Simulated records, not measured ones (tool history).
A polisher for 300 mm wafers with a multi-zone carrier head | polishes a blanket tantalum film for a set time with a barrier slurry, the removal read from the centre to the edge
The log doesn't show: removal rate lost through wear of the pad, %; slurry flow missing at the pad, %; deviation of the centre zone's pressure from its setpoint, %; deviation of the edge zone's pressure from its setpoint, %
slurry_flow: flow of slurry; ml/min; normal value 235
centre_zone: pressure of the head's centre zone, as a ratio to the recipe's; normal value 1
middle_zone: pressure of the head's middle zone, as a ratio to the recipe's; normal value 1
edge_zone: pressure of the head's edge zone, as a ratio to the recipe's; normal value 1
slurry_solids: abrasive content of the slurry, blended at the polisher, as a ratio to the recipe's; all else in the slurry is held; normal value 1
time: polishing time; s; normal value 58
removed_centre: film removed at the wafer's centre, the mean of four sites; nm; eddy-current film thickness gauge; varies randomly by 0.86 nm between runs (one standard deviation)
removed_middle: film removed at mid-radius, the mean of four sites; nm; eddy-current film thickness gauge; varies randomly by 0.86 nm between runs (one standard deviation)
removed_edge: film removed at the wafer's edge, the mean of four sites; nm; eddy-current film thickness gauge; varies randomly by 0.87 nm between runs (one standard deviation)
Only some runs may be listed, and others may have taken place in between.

run    hour  slurry_flow  centre_zone  middle_zone  edge_zone  slurry_solids  time  wafers since the last listed run  wafers polished on this pad  hours since the slurry nozzle was cleaned  hours since the centre zone pressure was calibrated  hours since the edge zone pressure was calibrated  hours since the carrier head's membrane was replaced  incoming thickness of the incoming film, nm  removed_centre  removed_middle  removed_edge
  1       0          235            1            1          1              1    58                                 0                         3249                                      306.3                                                727.6                                                652                                                 468.7                                        181.4            56.8              59          60.2
  2    67.2          235            1            1          1              1    58                               858                         4108                                      373.5                                                794.8                                              719.2                                                 535.9                                        180.5            56.8              58          58.8
       94.1  -- worn pad replaced by a new one
      155.1  -- slurry nozzle cleaned
  3     285          235            1            1          1              1    58                              2719                         2427                                      129.9                                               1012.6                                                937                                                 753.7                                        178.9            60.1            59.9          61.2
  4   364.3          235            1            1          1              1    58                              1013                         3441                                      209.2                                               1091.9                                             1016.3                                                   833                                          182            57.8            58.5          58.5
      372.4  -- worn pad replaced by a new one
      456.2  -- edge zone pressure recalibrated
  5   456.7          235            1            1          1              1    58                              1104                         1052                                      301.6                                               1184.3                                                0.5                                                 925.4                                        179.4            59.6            60.6          62.6
  6   495.1          235            1            1          1              1    58                               490                         1543                                        340                                               1222.7                                               38.9                                                 963.8                                        180.1            57.1            60.4          60.9
  7   548.1          235            1            1          1              1    58                               677                         2220                                        393                                               1275.7                                               91.9                                                1016.8                                        177.5            56.5            57.4          58.8
      599.8  -- centre zone pressure recalibrated
  8     629          235            1            1          1              1    58                              1008                         3229                                      473.9                                                 29.2                                              172.8                                                1097.7                                        180.1            55.5            57.5          58.9
      636.5  -- slurry nozzle cleaned
        656  -- worn pad replaced by a new one
  9   731.1          235            1            1          1              1    58                              1241                          959                                       94.6                                                131.3                                              274.9                                                1199.8                                        177.3            62.5            63.6          63.5
 10   821.5          190          1.1            1       1.06              1    66                              1155                         2114                                        185                                                221.7                                              365.3                                                1290.2                                        180.5            70.2              65          67.7
 11   864.8          235            1            1          1              1    58                               553                         2668                                      228.3                                                  265                                              408.6                                                1333.5                                        179.5            57.6            58.9          58.6
 12     918          295         1.04            1          1              1    58                               679                         3348                                      281.5                                                318.2                                              461.8                                                1386.7                                        181.3            62.1            59.7          59.9
      961.8  -- worn pad replaced by a new one
 13   996.9          235            1         1.07          1              1    58                               957                          448                                      360.4                                                397.1                                              540.7                                                1465.6                                        180.7            61.5            66.4          64.4
     1018.2  -- carrier head's membrane replaced by a new one
 14  1080.5          235            1            1       0.94              1    76                              1004                         1452                                        444                                                480.7                                              624.3                                                  62.3                                        177.2            78.9            77.7          78.8
     1112.3  -- slurry nozzle cleaned
 15  1134.8          235            1            1          1              1    58                               681                         2133                                       22.5                                                  535                                              678.6                                                 116.6                                        180.3            64.6            63.6          64.5
 16  1196.6          235            1            1          1              1    58                               789                         2923                                       84.3                                                596.8                                              740.4                                                 178.4                                        180.1            61.3            59.8          62.5
 17  1250.9          235            1            1       1.03              1    58                               694                         3617                                      138.6                                                651.1                                              794.7                                                 232.7                                        180.7            59.3            60.9          62.2
 18  1289.8          235            1         0.93       1.04              1    58                               497                         4115                                      177.5                                                  690                                              833.6                                                 271.6                                          179              59            55.6          60.5
     1320.4  -- worn pad replaced by a new one
 19  1434.3          235            1            1          1              1    58                              1795                         1455                                        322                                                834.5                                              978.1                                                 416.1                                        183.2            58.5            59.8          61.5
     1475.8  -- edge zone pressure recalibrated
 20    1499          235         1.05         1.09       0.97            0.7    58                               801                         2257                                      386.7                                                899.2                                               23.2                                                 480.8                                        180.6            52.3            55.5          52.3

Describe how what the log doesn't record of the tool's condition differs between the last listed run preceding each entry between runs and the first listed run following it.
Runs 2 to 3: worn pad replaced by a new one (hour 94.1); slurry nozzle cleaned (hour 155.1)
  removal rate lost through wear of the pad, %: 12.8 -> 11.2; slurry flow missing at the pad, %: 35.1 -> 26.3
  measured result minus the result with no hidden state, removed_centre: -14.1 -> -11.4 nm; removed_middle: -13.9 -> -11 nm; removed_edge: -12.5 -> -10.3 nm
Runs 4 to 5: worn pad replaced by a new one (hour 372.4); edge zone pressure recalibrated (hour 456.2)
  removal rate lost through wear of the pad, %: 12.2 -> 7.78; slurry flow missing at the pad, %: 32.5 -> 36.6
  measured result minus the result with no hidden state, removed_centre: -13.3 -> -11.3 nm; removed_middle: -12.9 -> -10.7 nm; removed_edge: -11.5 -> -9.6 nm
Runs 7 to 8: centre zone pressure recalibrated (hour 599.8)
  removal rate lost through wear of the pad, %: 10.9 -> 12; slurry flow missing at the pad, %: 38.7 -> 39.8
  measured result minus the result with no hidden state, removed_centre: -13.7 -> -14.7 nm; removed_middle: -13.1 -> -14.4 nm; removed_edge: -11.7 -> -12.9 nm
Runs 8 to 9: slurry nozzle cleaned (hour 636.5); worn pad replaced by a new one (hour 656)
  removal rate lost through wear of the pad, %: 12 -> 8.66; slurry flow missing at the pad, %: 39.8 -> 21.6
  measured result minus the result with no hidden state, removed_centre: -14.7 -> -8.9 nm; removed_middle: -14.4 -> -8.8 nm; removed_edge: -12.9 -> -8.1 nm
Runs 12 to 13: worn pad replaced by a new one (hour 961.8)
  removal rate lost through wear of the pad, %: 13.5 -> 3.65; slurry flow missing at the pad, %: 35.3 -> 37.5
  measured result minus the result with no hidden state, removed_centre: -14.7 -> -8.8 nm; removed_middle: -13.7 -> -8.7 nm; removed_edge: -12.6 -> -6.9 nm
Runs 13 to 14: carrier head's membrane replaced by a new one (hour 1018.2)
  removal rate lost through wear of the pad, %: 3.65 -> 8.32; slurry flow missing at the pad, %: 37.5 -> 38.9
  measured result minus the result with no hidden state, removed_centre: -8.8 -> -16.5 nm; removed_middle: -8.7 -> -15.2 nm; removed_edge: -6.9 -> -13.2 nm
Runs 14 to 15: slurry nozzle cleaned (hour 1112.3)
  removal rate lost through wear of the pad, %: 8.32 -> 9.86; slurry flow missing at the pad, %: 38.9 -> 10.3
  measured result minus the result with no hidden state, removed_centre: -16.5 -> -8.3 nm; removed_middle: -15.2 -> -8.1 nm; removed_edge: -13.2 -> -7.9 nm
Runs 18 to 19: worn pad replaced by a new one (hour 1320.4)
  removal rate lost through wear of the pad, %: 11.6 -> 8.81; slurry flow missing at the pad, %: 30.4 -> 37.2
  measured result minus the result with no hidden state, removed_centre: -12.6 -> -12 nm; removed_middle: -11.3 -> -11.7 nm; removed_edge: -11.2 -> -10.3 nm
Runs 19 to 20: edge zone pressure recalibrated (hour 1475.8)
  removal rate lost through wear of the pad, %: 8.81 -> 10.6; slurry flow missing at the pad, %: 37.2 -> 38.7
  measured result minus the result with no hidden state, removed_centre: -12 -> -12.5 nm; removed_middle: -11.7 -> -12.5 nm; removed_edge: -10.3 -> -10.3 nm

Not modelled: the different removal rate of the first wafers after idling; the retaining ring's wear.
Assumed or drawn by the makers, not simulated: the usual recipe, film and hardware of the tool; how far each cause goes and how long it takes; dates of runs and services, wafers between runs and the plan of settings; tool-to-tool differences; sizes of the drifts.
